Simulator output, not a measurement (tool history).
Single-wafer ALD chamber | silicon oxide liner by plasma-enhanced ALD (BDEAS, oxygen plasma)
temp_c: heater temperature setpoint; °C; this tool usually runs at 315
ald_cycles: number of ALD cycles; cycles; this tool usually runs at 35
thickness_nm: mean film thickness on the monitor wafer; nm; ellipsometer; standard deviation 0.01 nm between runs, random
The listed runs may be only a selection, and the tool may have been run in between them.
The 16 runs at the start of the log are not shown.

run,hour,temp_c,ald_cycles,"read-back reference wafer on the same gauge, thickness_nm",thickness_nm
17,712.5,305,35,2.778,3.27
18,878.6,310,35,2.78,3.252
19,947.3,310,35,2.78,3.268
20,977.1,315,39,2.779,3.591
21,1038.8,315,39,2.779,3.593
# hour 1059: thermocouple changed; heater temperature recalibrated
22,1107.1,301,39,2.78,3.679
23,1138.4,305,33,2.78,3.078
# hour 1156.1: gauge calibrated
24,1163.6,326,35,2.78,3.157
25,1199.9,304,29,2.78,2.7
26,1236.8,307,31,2.782,2.89
27,1442.3,315,35,2.778,3.204
28,1504.2,315,35,2.78,3.221
29,1545.7,305,32,2.781,2.982
30,1615.6,322,32,2.779,2.903
31,1673.7,303,35,2.779,3.284
32,1707.4,315,35,2.781,3.237
33,1767.8,322,33,2.779,3.002
34,1834,315,35,2.778,3.211
35,1872.4,322,39,2.781,3.531

Forecast run 36:
36,1898,315,35,?,?

{"run 36": {"read-back reference wafer on the same gauge, thickness_nm": 2.781, "thickness_nm": 3.226}}
With no hidden state in the tool, this same run would have given thickness_nm 3.226 nm.
